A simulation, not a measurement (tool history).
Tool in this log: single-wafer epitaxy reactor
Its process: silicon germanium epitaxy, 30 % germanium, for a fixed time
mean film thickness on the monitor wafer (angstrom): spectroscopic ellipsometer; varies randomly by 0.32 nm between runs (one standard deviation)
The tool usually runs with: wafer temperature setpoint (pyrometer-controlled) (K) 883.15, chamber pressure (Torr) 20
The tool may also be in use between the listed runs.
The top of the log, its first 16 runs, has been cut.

run,hour,wafer temperature setpoint (pyrometer-controlled) (K),chamber pressure (Torr),"read-back reference wafer on the same gauge, thickness_nm",mean film thickness on the monitor wafer (angstrom)
17,236.8,874.15,23.9,68.325,622.82
18,242.9,883.15,23.7,68.317,710.77
19,259.2,876.15,20,68.455,593.45
# hour 272.7: showerhead replaced
# hour 275: pyrometer calibrated
20,307.8,879.15,18.7,68.426,572.51
21,327.6,883.15,22.9,68.347,657.74
22,336.1,883.15,20,68.34,633.06
23,346.1,871.15,17.8,68.371,491.11
24,359.1,883.15,20,68.416,624.76
# hour 375.4: pyrometer calibrated, repeated, since the last time left the tool worse
25,375.9,883.15,20,68.374,715.67
26,388,871.15,23.9,68.43,630.62
27,394,875.15,16.5,68.393,580.02
28,409.5,883.15,20,68.39,714.19
29,416.3,875.15,22.3,68.467,662.27
30,430.1,868.15,23.4,68.436,595.03
31,441.4,883.15,16.6,68.379,658.21
32,448.7,877.15,18.4,68.293,627.3
33,462.6,869.15,20,68.402,563.71
34,471.2,897.15,24.5,68.393,956.78
35,483.5,876.15,16.9,68.465,597.18
36,492.3,883.15,20,68.407,714.7

Below are 3 alternative next runs, each starting from the tool's condition after run 36. Predict each:
A,492.7,892.15,20,?,?
B,492.7,890.15,21.4,?,?
C,492.7,893.15,15.9,?,?

run,"read-back reference wafer on the same gauge, thickness_nm",mean film thickness on the monitor wafer (angstrom)
A,68.336,816.8
B,68.336,813.95
C,68.336,755.66
Without the tool's unlogged condition, the same runs would have read:
run,mean film thickness on the monitor wafer (angstrom)
A,816.98
B,814.13
C,755.83
